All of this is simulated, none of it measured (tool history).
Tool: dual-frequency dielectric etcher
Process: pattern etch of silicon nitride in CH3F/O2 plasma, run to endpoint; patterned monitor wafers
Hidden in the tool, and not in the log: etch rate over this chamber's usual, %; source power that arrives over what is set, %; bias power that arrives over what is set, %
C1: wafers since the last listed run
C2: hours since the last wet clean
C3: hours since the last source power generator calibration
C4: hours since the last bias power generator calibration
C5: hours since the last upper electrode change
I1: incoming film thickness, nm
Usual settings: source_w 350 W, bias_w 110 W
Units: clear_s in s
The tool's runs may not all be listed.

{"run": 1, "day": 0.0, "source_w": 350, "bias_w": 110, "C1": 0, "C2": 171.8, "C3": 2952.6, "C4": 535.4, "C5": 2800.4, "I1": 67.9, "clear_s": 67.5}
{"run": 2, "day": 3.162, "source_w": 350, "bias_w": 110, "C1": 315, "C2": 247.7, "C3": 3028.5, "C4": 611.3, "C5": 2876.3, "I1": 67.8, "clear_s": 66.1}
{"run": 3, "day": 5.662, "source_w": 350, "bias_w": 110, "C1": 249, "C2": 307.7, "C3": 3088.5, "C4": 671.3, "C5": 2936.3, "I1": 68.5, "clear_s": 67.6}
{"run": 4, "day": 8.117, "source_w": 350, "bias_w": 110, "C1": 244, "C2": 366.6, "C3": 3147.4, "C4": 730.2, "C5": 2995.2, "I1": 68.9, "clear_s": 68.0}
{"day": 10.933, "done": "wet clean of the chamber"}
{"run": 5, "day": 10.954, "source_w": 350, "bias_w": 110, "C1": 183, "C2": 0.5, "C3": 3215.5, "C4": 798.3, "C5": 3063.3, "I1": 67.7, "clear_s": 67.4}
{"run": 6, "day": 12.125, "source_w": 350, "bias_w": 110, "C1": 116, "C2": 28.6, "C3": 3243.6, "C4": 826.4, "C5": 3091.4, "I1": 67.8, "clear_s": 66.8}
{"run": 7, "day": 16.029, "source_w": 350, "bias_w": 110, "C1": 389, "C2": 122.3, "C3": 3337.3, "C4": 920.1, "C5": 3185.1, "I1": 67.9, "clear_s": 67.0}
{"run": 8, "day": 18.633, "source_w": 350, "bias_w": 110, "C1": 259, "C2": 184.8, "C3": 3399.8, "C4": 982.6, "C5": 3247.6, "I1": 68.6, "clear_s": 68.0}
{"run": 9, "day": 21.221, "source_w": 350, "bias_w": 110, "C1": 258, "C2": 246.9, "C3": 3461.9, "C4": 1044.7, "C5": 3309.7, "I1": 67.8, "clear_s": 67.6}
{"run": 10, "day": 23.962, "source_w": 410, "bias_w": 127, "C1": 273, "C2": 312.7, "C3": 3527.7, "C4": 1110.5, "C5": 3375.5, "I1": 68.1, "clear_s": 59.0}
{"run": 11, "day": 26.65, "source_w": 410, "bias_w": 127, "C1": 268, "C2": 377.2, "C3": 3592.2, "C4": 1175.0, "C5": 3440.0, "I1": 67.6, "clear_s": 58.6}
{"day": 28.867, "done": "wet clean of the chamber"}
{"run": 12, "day": 29.183, "source_w": 350, "bias_w": 110, "C1": 153, "C2": 7.6, "C3": 3653.0, "C4": 1235.8, "C5": 3500.8, "I1": 68.7, "clear_s": 67.6}
{"run": 13, "day": 33.525, "source_w": 350, "bias_w": 110, "C1": 433, "C2": 111.8, "C3": 3757.2, "C4": 1340.0, "C5": 3605.0, "I1": 67.5, "clear_s": 66.4}
{"run": 14, "day": 35.754, "source_w": 410, "bias_w": 127, "C1": 222, "C2": 165.3, "C3": 3810.7, "C4": 1393.5, "C5": 3658.5, "I1": 67.5, "clear_s": 58.0}
{"run": 15, "day": 38.65, "source_w": 370, "bias_w": 84, "C1": 289, "C2": 234.8, "C3": 3880.2, "C4": 1463.0, "C5": 3728.0, "I1": 67.5, "clear_s": 71.3}
{"day": 41.092, "done": "source power generator calibrated"}
{"run": 16, "day": 41.388, "source_w": 420, "bias_w": 126, "C1": 256, "C2": 300.5, "C3": 7.1, "C4": 1528.7, "C5": 3793.7, "I1": 67.8, "clear_s": 58.0}
{"day": 44.754, "done": "wet clean of the chamber"}
{"run": 17, "day": 44.775, "source_w": 350, "bias_w": 110, "C1": 238, "C2": 0.5, "C3": 88.4, "C4": 1610.0, "C5": 3875.0, "I1": 68.1, "clear_s": 66.7}
{"run": 18, "day": 46.592, "source_w": 410, "bias_w": 93, "C1": 181, "C2": 44.1, "C3": 132.0, "C4": 1653.6, "C5": 3918.6, "I1": 67.7, "clear_s": 66.0}
{"run": 19, "day": 49.429, "source_w": 280, "bias_w": 110, "C1": 283, "C2": 112.2, "C3": 200.1, "C4": 1721.7, "C5": 3986.7, "I1": 67.6, "clear_s": 74.2}
{"day": 53.008, "done": "upper electrode replaced"}
{"run": 20, "day": 53.029, "source_w": 390, "bias_w": 128, "C1": 259, "C2": 198.6, "C3": 286.5, "C4": 1808.1, "C5": 0.5, "I1": 68.3, "clear_s": 60.3}
{"day": 59.15, "done": "bias power generator calibrated"}
{"day": 62.912, "done": "wet clean of the chamber"}
{"run": 21, "day": 64.892, "source_w": 350, "bias_w": 110, "C1": 1067, "C2": 47.5, "C3": 571.2, "C4": 137.8, "C5": 285.2, "I1": 68.1, "clear_s": 67.4}
{"run": 22, "day": 67.642, "source_w": 390, "bias_w": 128, "C1": 274, "C2": 113.5, "C3": 637.2, "C4": 203.8, "C5": 351.2, "I1": 67.8, "clear_s": 59.9}
{"run": 23, "day": 69.712, "source_w": 410, "bias_w": 89, "C1": 206, "C2": 163.2, "C3": 686.9, "C4": 253.5, "C5": 400.9, "I1": 67.6, "clear_s": 66.4}

The next listed run, before its measurement:
{"run": 24, "day": 72.571, "source_w": 390, "bias_w": 100, "C1": 285, "C2": 231.8, "C3": 755.5, "C4": 322.1, "C5": 469.5, "I1": 68.5, "clear_s": "?"}

{"run 24": {"clear_s": 65.8}}
Without the tool's hidden state the same run would have given clear_s 65.8 s.
